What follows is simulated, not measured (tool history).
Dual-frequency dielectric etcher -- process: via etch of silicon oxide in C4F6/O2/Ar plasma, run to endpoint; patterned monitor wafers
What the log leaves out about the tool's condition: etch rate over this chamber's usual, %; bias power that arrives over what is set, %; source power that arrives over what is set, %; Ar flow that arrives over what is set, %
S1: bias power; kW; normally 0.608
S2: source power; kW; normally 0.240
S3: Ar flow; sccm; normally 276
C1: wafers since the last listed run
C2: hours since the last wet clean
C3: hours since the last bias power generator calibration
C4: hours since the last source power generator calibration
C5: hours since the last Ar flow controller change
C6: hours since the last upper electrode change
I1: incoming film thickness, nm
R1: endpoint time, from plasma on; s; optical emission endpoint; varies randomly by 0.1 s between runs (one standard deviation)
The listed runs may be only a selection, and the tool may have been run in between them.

{"run": 1, "day": 0.0, "S1": 0.608, "S2": 0.24, "S3": 276, "C1": 0, "C2": 460.9, "C3": 1702.8, "C4": 1558.7, "C5": 3062.8, "C6": 1882.9, "I1": 142.3, "R1": 35.4}
{"day": 0.083, "done": "wet clean of the chamber"}
{"run": 2, "day": 2.112, "S1": 0.608, "S2": 0.24, "S3": 276, "C1": 743, "C2": 48.7, "C3": 1753.5, "C4": 1609.4, "C5": 3113.5, "C6": 1933.6, "I1": 140.9, "R1": 34.1}
{"run": 3, "day": 4.462, "S1": 0.608, "S2": 0.26, "S3": 276, "C1": 861, "C2": 105.1, "C3": 1809.9, "C4": 1665.8, "C5": 3169.9, "C6": 1990.0, "I1": 141.5, "R1": 33.5}
{"run": 4, "day": 7.921, "S1": 0.608, "S2": 0.26, "S3": 276, "C1": 1267, "C2": 188.1, "C3": 1892.9, "C4": 1748.8, "C5": 3252.9, "C6": 2073.0, "I1": 142.8, "R1": 34.2}
{"run": 5, "day": 10.779, "S1": 0.608, "S2": 0.24, "S3": 276, "C1": 1047, "C2": 256.7, "C3": 1961.5, "C4": 1817.4, "C5": 3321.5, "C6": 2141.6, "I1": 142.1, "R1": 35.0}
{"run": 6, "day": 14.825, "S1": 0.608, "S2": 0.24, "S3": 276, "C1": 1482, "C2": 353.8, "C3": 2058.6, "C4": 1914.5, "C5": 3418.6, "C6": 2238.7, "I1": 143.4, "R1": 35.4}
{"run": 7, "day": 17.517, "S1": 0.501, "S2": 0.24, "S3": 317, "C1": 986, "C2": 418.4, "C3": 2123.2, "C4": 1979.1, "C5": 3483.2, "C6": 2303.3, "I1": 143.9, "R1": 40.3}
{"day": 19.738, "done": "wet clean of the chamber"}
{"run": 8, "day": 19.758, "S1": 0.501, "S2": 0.24, "S3": 317, "C1": 455, "C2": 0.5, "C3": 2177.0, "C4": 2032.9, "C5": 3537.0, "C6": 2357.1, "I1": 142.4, "R1": 38.6}
{"run": 9, "day": 21.317, "S1": 0.72, "S2": 0.29, "S3": 331, "C1": 571, "C2": 37.9, "C3": 2214.4, "C4": 2070.3, "C5": 3574.4, "C6": 2394.5, "I1": 144.7, "R1": 30.9}
{"day": 23.088, "done": "Ar flow controller replaced"}
{"day": 25.85, "done": "upper electrode replaced"}
{"run": 10, "day": 29.646, "S1": 0.535, "S2": 0.24, "S3": 276, "C1": 2594, "C2": 237.8, "C3": 2414.3, "C4": 2270.2, "C5": 157.4, "C6": 91.1, "I1": 143.5, "R1": 37.4}
{"run": 11, "day": 31.358, "S1": 0.608, "S2": 0.24, "S3": 305, "C1": 627, "C2": 278.9, "C3": 2455.4, "C4": 2311.3, "C5": 198.5, "C6": 132.2, "I1": 142.7, "R1": 35.1}
{"day": 32.525, "done": "source power generator calibrated"}
{"run": 12, "day": 33.25, "S1": 0.683, "S2": 0.24, "S3": 210, "C1": 632, "C2": 324.3, "C3": 2500.8, "C4": 17.4, "C5": 243.9, "C6": 177.6, "I1": 142.9, "R1": 31.9}
{"run": 13, "day": 34.75, "S1": 0.608, "S2": 0.28, "S3": 276, "C1": 549, "C2": 360.3, "C3": 2536.8, "C4": 53.4, "C5": 279.9, "C6": 213.6, "I1": 142.5, "R1": 33.6}
{"day": 38.775, "done": "wet clean of the chamber"}
{"day": 40.067, "done": "bias power generator calibrated"}
{"run": 14, "day": 43.746, "S1": 0.608, "S2": 0.24, "S3": 276, "C1": 2869, "C2": 119.3, "C3": 88.3, "C4": 269.3, "C5": 495.8, "C6": 429.5, "I1": 142.5, "R1": 35.0}
{"run": 15, "day": 45.662, "S1": 0.608, "S2": 0.24, "S3": 305, "C1": 702, "C2": 165.3, "C3": 134.3, "C4": 315.3, "C5": 541.8, "C6": 475.5, "I1": 143.1, "R1": 35.5}
{"run": 16, "day": 48.638, "S1": 0.608, "S2": 0.24, "S3": 276, "C1": 1090, "C2": 236.7, "C3": 205.7, "C4": 386.7, "C5": 613.2, "C6": 546.9, "I1": 141.9, "R1": 34.9}
{"run": 17, "day": 51.021, "S1": 0.493, "S2": 0.28, "S3": 233, "C1": 873, "C2": 293.9, "C3": 262.9, "C4": 443.9, "C5": 670.4, "C6": 604.1, "I1": 142.1, "R1": 36.7}

Predict each of these 4 candidate next runs independently; none follows another, all start after run 17:
{"run": "A", "day": 51.038, "S1": 0.608, "S2": 0.24, "S3": 256, "C1": 6, "C2": 294.3, "C3": 263.3, "C4": 444.3, "C5": 670.8, "C6": 604.5, "I1": 142.9, "R1": "?"}
{"run": "B", "day": 51.038, "S1": 0.727, "S2": 0.21, "S3": 326, "C1": 6, "C2": 294.3, "C3": 263.3, "C4": 444.3, "C5": 670.8, "C6": 604.5, "I1": 142.9, "R1": "?"}
{"run": "C", "day": 51.038, "S1": 0.458, "S2": 0.19, "S3": 276, "C1": 6, "C2": 294.3, "C3": 263.3, "C4": 444.3, "C5": 670.8, "C6": 604.5, "I1": 142.9, "R1": "?"}
{"run": "D", "day": 51.038, "S1": 0.458, "S2": 0.19, "S3": 235, "C1": 6, "C2": 294.3, "C3": 263.3, "C4": 444.3, "C5": 670.8, "C6": 604.5, "I1": 142.9, "R1": "?"}

run=A R1=35.3
run=B R1=34.4
run=C R1=44.7
run=D R1=43.9
With no hidden state in the tool, these same runs would have given:
run=A R1=34.7
run=B R1=33.8
run=C R1=43.9
run=D R1=43.2

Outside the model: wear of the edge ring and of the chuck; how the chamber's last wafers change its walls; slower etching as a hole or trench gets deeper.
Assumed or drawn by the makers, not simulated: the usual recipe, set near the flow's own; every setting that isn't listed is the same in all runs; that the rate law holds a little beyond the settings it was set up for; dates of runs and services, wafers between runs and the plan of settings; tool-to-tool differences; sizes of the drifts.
